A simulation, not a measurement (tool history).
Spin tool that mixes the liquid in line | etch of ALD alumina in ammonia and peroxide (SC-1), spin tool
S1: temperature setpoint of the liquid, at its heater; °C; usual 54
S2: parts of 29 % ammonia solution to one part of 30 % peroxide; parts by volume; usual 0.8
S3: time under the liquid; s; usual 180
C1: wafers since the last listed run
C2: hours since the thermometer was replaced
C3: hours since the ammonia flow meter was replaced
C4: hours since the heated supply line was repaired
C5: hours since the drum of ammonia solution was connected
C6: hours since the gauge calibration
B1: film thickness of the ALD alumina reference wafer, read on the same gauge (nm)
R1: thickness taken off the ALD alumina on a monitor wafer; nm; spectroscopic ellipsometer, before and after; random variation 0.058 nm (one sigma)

run     day    S1    S2   S3    C1      C2     C3     C4     C5      C6      B1     R1
  1       0    54   0.8  180     0    1322    447  774.9  407.2  2154.5  123.39   9.06
  2   3.183    54   0.8  250   522  1398.4  523.4  851.3  483.6  2230.9  123.52  12.71
      6.954  -- heated supply line repaired
      7.804  -- new drum of ammonia solution connected
  3  10.038    54   0.8  250  1111  1562.9  687.9     74   53.6  2395.4   123.8  12.63
     12.542  -- ammonia flow meter replaced
  4  14.125    54   0.8  110   664    1661     38  172.1  151.7  2493.5  123.97   5.53
  5  17.829    54   0.8  180   608  1749.9  126.9    261  240.6  2582.4  124.13    9.2
  6    19.6  63.5   0.8  180   290  1792.4  169.4  303.5  283.1  2624.9  124.21  14.95
  7  24.008    64   0.8  145   723  1898.2  275.2  409.3  388.9  2730.7  124.38  12.36
     24.642  -- thermometer replaced
  8  26.692    54   0.8  180   433    49.2  339.6  473.7  453.3  2795.1  124.49   9.22
  9  30.267    58  0.95  180   587     135  425.4  559.5  539.1  2880.9  124.61  11.48
 10  34.542  59.5   0.8  180   702   237.6    528  662.1  641.7  2983.5  124.78  12.32
     35.083  -- new drum of ammonia solution connected
     35.512  -- gauge calibrated
 11  37.554    47   1.2  180   487   309.9  600.3  734.4   59.3      49  120.44   6.25
 12  40.925  48.5  1.05  260   553   390.8  681.2  815.3  140.2   129.9  120.54   9.84
     44.271  -- ammonia flow meter replaced
     44.458  -- heated supply line repaired
 13  45.029    54   0.8  180   660   489.3   18.2   13.7  238.7   228.4  120.73   8.86
 14  48.625    54  0.45  180   590   575.6  104.5    100    325   314.7  120.89   8.36
 15  50.212    48  0.65  105   260   613.7  142.6  138.1  363.1   352.8  120.94   3.67
 16  52.825    45   0.6  140   429   676.4  205.3  200.8  425.8   415.5  121.02    4.1
 17  55.325    46  0.65  180   410   736.4  265.3  260.8  485.8   475.5  121.17   5.59
 18  59.788  62.5   0.4  275   732   843.5  372.4  367.9  592.9   582.6  121.32  19.92
     61.367  -- new drum of ammonia solution connected
 19  64.283    54   1.1  285   731   951.4  480.3  475.8     70   690.5  121.52  14.65
 20  66.979    59   0.6  240   442  1016.1    545  540.5  134.7   755.2  121.61  15.08
 21    69.8    54   0.8  180   463  1083.8  612.7  608.2  202.4   822.9  121.76   8.96
 22  72.275    48   0.8   95   406  1143.2  672.1  667.6  261.8   882.3  121.86    3.4
 23  74.554    54  0.45  220   374  1197.9  726.8  722.3  316.5     937  121.93  10.37
     75.817  -- heated supply line repaired
 24  78.017    54   0.8  180   561    1281  809.9   52.8  399.6  1020.1  122.08   8.93

Forecast each of these 5 alternatives for the next run:
  A  78.038  46   0.8  180   3  1281.5  810.4  53.3  400.1  1020.6   ?   ?
  B  78.038  54  1.15  100   3  1281.5  810.4  53.3  400.1  1020.6   ?   ?
  C  78.038  60   0.8  230   3  1281.5  810.4  53.3  400.1  1020.6   ?   ?
  D  78.038  54   0.8  220   3  1281.5  810.4  53.3  400.1  1020.6   ?   ?
  E  78.038  48   0.8  180   3  1281.5  810.4  53.3  400.1  1020.6   ?   ?

run      B1     R1
  A  122.07   5.79
  B  122.07   5.17
  C  122.07  15.74
  D  122.07     11
  E  122.07   6.48
Without the tool's hidden state the same runs would have given:
run     R1
  A    5.7
  B   5.09
  C  15.48
  D  10.81
  E   6.37
